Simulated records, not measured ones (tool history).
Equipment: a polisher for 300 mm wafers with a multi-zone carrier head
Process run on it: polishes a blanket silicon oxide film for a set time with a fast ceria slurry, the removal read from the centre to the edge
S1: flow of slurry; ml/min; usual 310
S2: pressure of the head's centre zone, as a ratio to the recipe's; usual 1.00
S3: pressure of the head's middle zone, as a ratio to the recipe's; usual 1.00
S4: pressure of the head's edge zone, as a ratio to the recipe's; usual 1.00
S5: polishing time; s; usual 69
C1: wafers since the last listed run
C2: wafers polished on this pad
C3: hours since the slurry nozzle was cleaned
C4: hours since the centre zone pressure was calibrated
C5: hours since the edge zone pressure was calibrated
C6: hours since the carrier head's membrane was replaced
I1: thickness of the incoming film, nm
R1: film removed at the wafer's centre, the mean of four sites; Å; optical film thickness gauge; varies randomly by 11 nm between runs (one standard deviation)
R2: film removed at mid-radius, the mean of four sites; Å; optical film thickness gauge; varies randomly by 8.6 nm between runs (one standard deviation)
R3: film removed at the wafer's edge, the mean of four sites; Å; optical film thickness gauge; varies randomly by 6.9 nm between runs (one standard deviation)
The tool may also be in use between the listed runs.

Run 1, hour 0.0: usual settings but S2 1.05, S3 1.10; C1 0; C2 1511; C3 381.7; C4 777.3; C5 672.8; C6 508.6; I1 3857.1. Result: R1 8575 Å, R2 8896 Å, R3 8304 Å.
Run 2, hour 62.9: usual settings but S1 280 ml/min, S2 0.94, S5 54 s; C1 731; C2 2242; C3 444.6; C4 840.2; C5 735.7; C6 571.5; I1 3786.0. Result: R1 5980 Å, R2 6492 Å, R3 6460 Å.
Run 3, hour 101.8: usual settings but S2 0.89; C1 452; C2 2695; C3 483.5; C4 879.1; C5 774.6; C6 610.4; I1 3827.6. Result: R1 7338 Å, R2 8462 Å, R3 8296 Å.
At hour 142.6: carrier head's membrane replaced by a new one.
Run 4, hour 203.9: usual settings; C1 1129; C2 3825; C3 585.6; C4 981.2; C5 876.7; C6 61.3; I1 3773.3. Result: R1 8405 Å, R2 8125 Å, R3 8319 Å.
At hour 227.5: centre zone pressure recalibrated.
Run 5, hour 235.6: usual settings but S1 355 ml/min, S3 0.93; C1 345; C2 4170; C3 617.3; C4 8.1; C5 908.4; C6 93.0; I1 3797.7. Result: R1 8277 Å, R2 8045 Å, R3 8286 Å.
Run 6, hour 308.4: usual settings but S5 81 s; C1 846; C2 5017; C3 690.1; C4 80.9; C5 981.2; C6 165.8; I1 3840.5. Result: R1 9581 Å, R2 9839 Å, R3 9740 Å.
Run 7, hour 375.7: usual settings but S1 345 ml/min, S3 1.06; C1 782; C2 5800; C3 757.4; C4 148.2; C5 1048.5; C6 233.1; I1 3860.9. Result: R1 8209 Å, R2 8755 Å, R3 8282 Å.
Run 8, hour 425.8: usual settings but S4 0.89; C1 582; C2 6383; C3 807.5; C4 198.3; C5 1098.6; C6 283.2; I1 3799.6. Result: R1 8219 Å, R2 8333 Å, R3 7957 Å.
At hour 456.1: edge zone pressure recalibrated.
At hour 485.6: worn pad replaced by a new one.
Run 9, hour 487.5: usual settings; C1 647; C2 21; C3 869.2; C4 260.0; C5 31.4; C6 344.9; I1 3879.8. Result: R1 8422 Å, R2 8122 Å, R3 8360 Å.
At hour 525.2: slurry nozzle cleaned.
Run 10, hour 539.3: usual settings but S4 1.07, S5 92 s; C1 590; C2 612; C3 14.1; C4 311.8; C5 83.2; C6 396.7; I1 3758.3. Result: R1 10771 Å, R2 11076 Å, R3 11524 Å.
Run 11, hour 581.7: usual settings but S2 0.97; C1 493; C2 1105; C3 56.5; C4 354.2; C5 125.6; C6 439.1; I1 3806.6. Result: R1 7844 Å, R2 8344 Å, R3 8240 Å.
Run 12, hour 729.7: usual settings but S3 0.89, S5 48 s; C1 1721; C2 2827; C3 204.5; C4 502.2; C5 273.6; C6 587.1; I1 3842.7. Result: R1 5562 Å, R2 5431 Å, R3 5845 Å.
Run 13, hour 789.2: usual settings; C1 692; C2 3519; C3 264.0; C4 561.7; C5 333.1; C6 646.6; I1 3832.6. Result: R1 8117 Å, R2 8514 Å, R3 8495 Å.
Run 14, hour 845.9: usual settings but S5 47 s; C1 659; C2 4179; C3 320.7; C4 618.4; C5 389.8; C6 703.3; I1 3873.0. Result: R1 5689 Å, R2 5710 Å, R3 5604 Å.
Run 15, hour 871.4: usual settings but S2 1.08, S3 0.96; C1 296; C2 4476; C3 346.2; C4 643.9; C5 415.3; C6 728.8; I1 3845.5. Result: R1 9148 Å, R2 7964 Å, R3 8305 Å.
At hour 906.0: carrier head's membrane replaced by a new one.
Run 16, hour 912.7: usual settings but S1 210 ml/min, S2 0.88, S3 1.04; C1 422; C2 4898; C3 387.5; C4 685.2; C5 456.6; C6 6.7; I1 3814.7. Result: R1 6910 Å, R2 8518 Å, R3 8169 Å.
Run 17, hour 947.3: usual settings but S1 370 ml/min, S2 0.89, S5 75 s; C1 402; C2 5300; C3 422.1; C4 719.8; C5 491.2; C6 41.3; I1 3784.5. Result: R1 8072 Å, R2 9239 Å, R3 9099 Å.
Run 18, hour 978.9: usual settings; C1 367; C2 5668; C3 453.7; C4 751.4; C5 522.8; C6 72.9; I1 3820.4. Result: R1 8353 Å, R2 8553 Å, R3 8372 Å.
Run 19, hour 1014.4: usual settings but S1 205 ml/min, S3 1.10; C1 412; C2 6081; C3 489.2; C4 786.9; C5 558.3; C6 108.4; I1 3849.6. Result: R1 8069 Å, R2 8536 Å, R3 8190 Å.
At hour 1064.3: worn pad replaced by a new one.
Run 20, hour 1070.1: usual settings; C1 601; C2 67; C3 544.9; C4 842.6; C5 614.0; C6 164.1; I1 3883.4. Result: R1 8297 Å, R2 8359 Å, R3 8207 Å.
At hour 1190.1: centre zone pressure recalibrated.
Run 21, hour 1215.5: usual settings but S1 395 ml/min, S3 1.08, S4 1.05, S5 88 s; C1 1668; C2 1735; C3 690.3; C4 25.4; C5 759.4; C6 309.5; I1 3788.9. Result: R1 10886 Å, R2 11244 Å, R3 11055 Å.
Run 22, hour 1264.1: usual settings but S4 0.94; C1 565; C2 2301; C3 738.9; C4 74.0; C5 808.0; C6 358.1; I1 3776.5. Result: R1 8278 Å, R2 8387 Å, R3 8111 Å.

Run-by-run hidden state of the tool:
removal rate lost through wear of the pad, %: 0, the same for each run
slurry flow missing at the pad, %: 0, the same for each run
deviation of the centre zone's pressure from its setpoint, %: 0, the same for each run
deviation of the edge zone's pressure from its setpoint, %: 0, the same for each run
